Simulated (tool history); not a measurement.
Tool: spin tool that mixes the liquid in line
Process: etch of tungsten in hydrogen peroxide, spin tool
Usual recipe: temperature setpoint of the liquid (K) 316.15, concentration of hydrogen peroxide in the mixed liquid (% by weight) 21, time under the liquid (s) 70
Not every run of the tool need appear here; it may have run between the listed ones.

run,day,temperature setpoint of the liquid (K),concentration of hydrogen peroxide in the mixed liquid (% by weight),time under the liquid (s),wafers since the last listed run,hours since the thermometer was replaced,hours since the peroxide flow meter was replaced,hours since the heated supply line was repaired,hours since the drum of peroxide was connected,hours since the gauge calibration,"read-back film thickness of the tungsten reference wafer, read on the same gauge (nm)",thickness taken off the tungsten on a monitor wafer (Å)
1,0,316.15,21,70,0,2366.8,2028,1022,391,612.9,40.66,537.4
2,1.183,316.15,21,70,410,2395.2,2056.4,1050.4,419.4,641.3,40.71,539.8
# day 1.512: peroxide flow meter replaced
# day 1.767: thermometer replaced
3,3.871,316.15,21,70,902,50.5,56.6,1114.9,483.9,705.8,40.92,538.6
# day 4.067: gauge calibrated
4,4.817,316.15,21,70,327,73.2,79.3,1137.6,506.6,18,39.89,525.6
5,5.554,316.15,21,70,255,90.9,97,1155.3,524.3,35.7,39.9,529.1
6,6.871,316.15,21,70,456,122.5,128.6,1186.9,555.9,67.3,39.89,527.9
7,7.829,316.15,21,70,332,145.5,151.6,1209.9,578.9,90.3,39.91,523.5
8,8.667,308.15,21,35,290,165.6,171.7,1230,599,110.4,39.9,155.6
9,9.858,316.15,22.5,85,412,194.2,200.3,1258.6,627.6,139,39.93,667
10,10.458,322.15,15.5,35,207,208.6,214.7,1273,642,153.4,39.94,330.6
11,11.325,324.65,17,35,300,229.4,235.5,1293.8,662.8,174.2,39.97,408.1
# day 11.596: heated supply line repaired
12,12.658,316.15,21,70,447,261.4,267.5,25.5,694.8,206.2,39.96,527.5
13,14.046,316.15,21,70,480,294.7,300.8,58.8,728.1,239.5,40,519.8
# day 14.588: new drum of peroxide connected
14,14.942,316.15,25,70,295,316.2,322.3,80.3,8.5,261,40.02,578.6
15,16.088,324.15,21,105,397,343.7,349.8,107.8,36,288.5,40.04,1283.4
16,16.775,316.15,14.5,45,238,360.2,366.3,124.3,52.5,305,40.08,279.7
17,17.596,316.15,21,70,284,379.9,386,144,72.2,324.7,40.09,532.1
18,18.238,316.15,24,45,222,395.3,401.4,159.4,87.6,340.1,40.11,362.2
19,18.742,320.65,21,95,174,407.4,413.5,171.5,99.7,352.2,40.12,951.7
20,19.6,325.65,24,95,297,428,434.1,192.1,120.3,372.8,40.17,1391.7
21,20.108,316.15,21,70,176,440.2,446.3,204.3,132.5,385,40.19,528.9
22,21.071,316.15,21,70,333,463.3,469.4,227.4,155.6,408.1,40.23,526.5
23,22.075,316.15,27.5,90,347,487.4,493.5,251.5,179.7,432.2,40.24,785.2
24,22.879,316.15,27.5,55,278,506.7,512.8,270.8,199,451.5,40.3,481.6
25,23.921,316.15,21,70,360,531.7,537.8,295.8,224,476.5,40.32,529

Here are 5 independent what-if runs from the current tool condition. What would each one return?
A,23.938,311.65,21,70,5,532.1,538.2,296.2,224.4,476.9,?,?
B,23.938,316.15,23,55,5,532.1,538.2,296.2,224.4,476.9,?,?
C,23.938,319.15,15.5,35,5,532.1,538.2,296.2,224.4,476.9,?,?
D,23.938,312.65,24,70,5,532.1,538.2,296.2,224.4,476.9,?,?
E,23.938,324.15,21,70,5,532.1,538.2,296.2,224.4,476.9,?,?

run,"read-back film thickness of the tungsten reference wafer, read on the same gauge (nm)",thickness taken off the tungsten on a monitor wafer (Å)
A,40.35,402
B,40.35,442.4
C,40.35,279.4
D,40.35,458.8
E,40.35,885.5
Without the tool's hidden state the same runs would have given:
run,thickness taken off the tungsten on a monitor wafer (Å)
A,398.6
B,438.7
C,277.1
D,455
E,878.1
